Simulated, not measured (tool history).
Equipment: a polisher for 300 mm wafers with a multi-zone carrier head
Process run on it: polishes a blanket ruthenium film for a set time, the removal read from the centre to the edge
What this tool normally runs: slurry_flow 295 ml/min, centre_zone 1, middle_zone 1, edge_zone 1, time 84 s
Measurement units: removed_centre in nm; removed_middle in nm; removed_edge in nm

run   hour  slurry_flow  centre_zone  middle_zone  edge_zone  time  incoming thickness of the incoming film, nm  removed_centre  removed_middle  removed_edge
  1      0          255            1            1          1    84                                          251            81.6            82.6            88
      20.8  -- slurry nozzle cleaned
  2   27.8          295            1            1          1    84                                        247.1            86.5            89.3          91.1
      33.6  -- worn pad replaced by a new one
  3   51.4          295            1         0.97       1.07    84                                        248.7            86.4            87.1          93.5
  4   64.6          295            1         0.97       1.07    84                                          252            85.6            86.3          93.3
  5  115.9          295            1         0.97       1.07    84                                        251.9            83.7            86.5          93.8
  6  132.6          295            1            1          1    84                                          252            83.3            90.1          91.8
  7  180.6          295            1            1          1    84                                        250.4              80            89.4          90.2
     200.9  -- worn pad replaced by a new one
  8  215.7          295            1            1          1    84                                        248.9            76.5            88.3          88.4
     246.2  -- slurry nozzle cleaned
  9  249.2          295            1            1          1    84                                        252.5            78.6            86.3          90.9
 10    279          295            1            1          1    84                                        245.2            79.2            89.1          90.9
     302.4  -- carrier head's membrane replaced by a new one
 11  306.3          295            1            1          1    84                                        253.8            75.6            88.5          91.2
     322.4  -- centre zone pressure recalibrated
       330  -- edge zone pressure recalibrated
       366  -- worn pad replaced by a new one
 12  379.1          355            1         0.93       1.03    84                                        247.1              90            85.2          92.6
 13  403.6          235            1            1          1   100                                        254.3            97.2           101.6         105.6
 14  427.7          340            1         0.94          1    68                                        248.6            69.6            67.7          74.2
 15  442.6          340            1         0.94          1    68                                        247.4            67.9            68.3          73.5
 16  465.6          215         1.09         1.05        0.9    84                                        249.5              83            83.5          80.6
     476.3  -- slurry nozzle cleaned
 17  493.2          295            1         1.12          1    84                                        255.1            85.1            97.8          92.1
     522.7  -- worn pad replaced by a new one
 18  523.2          295            1            1          1    67                                        249.7            66.5            71.4          72.3
 19  539.5          265         0.88            1          1   101                                        250.8            86.7           106.1         108.9
 20  568.6          295            1            1          1    84                                        247.5            81.3            85.7          92.4
 21  586.1          295            1            1       1.08   104                                        248.7           101.2           111.2         117.3
 22  613.7          215         1.09         1.05        0.9    84                                        245.7            86.3            86.9          82.6

Measured minus without-hidden-state, run by run (identical run-to-run variation in each term; gauge scatter may differ):
What the log doesn't record here: removal rate lost through wear of the pad, %; slurry flow missing at the pad, %; deviation of the centre zone's pressure from its setpoint, %; deviation of the edge zone's pressure from its setpoint, %.
run  removed_centre  removed_middle  removed_edge
  1            -6.7            -4.1          -3.2
  2              -3              +0            +0
  3            -3.8              +0          -0.1
  4            -4.2            -0.1          -0.1
  5            -6.2            -0.5          -0.5
  6              -7            -0.7          -0.6
  7            -9.3            -1.7          -1.3
  8           -11.1            -2.8          -2.1
  9            -9.6            -0.1          -0.1
 10           -10.7            -0.1          -0.1
 11           -11.3            -0.3          -0.2
 12            -1.5              -1          -0.9
 13            -4.1            -2.7          -2.1
 14            -3.4            -1.7          -1.4
 15            -4.1            -2.1          -1.8
 16            -9.4            -5.6            -4
 17            -3.9            -0.1          -0.1
 18            -3.9            -0.2          -0.2
 19            -5.8            -0.5          -0.4
 20            -6.5            -0.6          -0.5
 21            -9.2            -1.1          -0.8
 22            -9.9            -1.8          -1.3
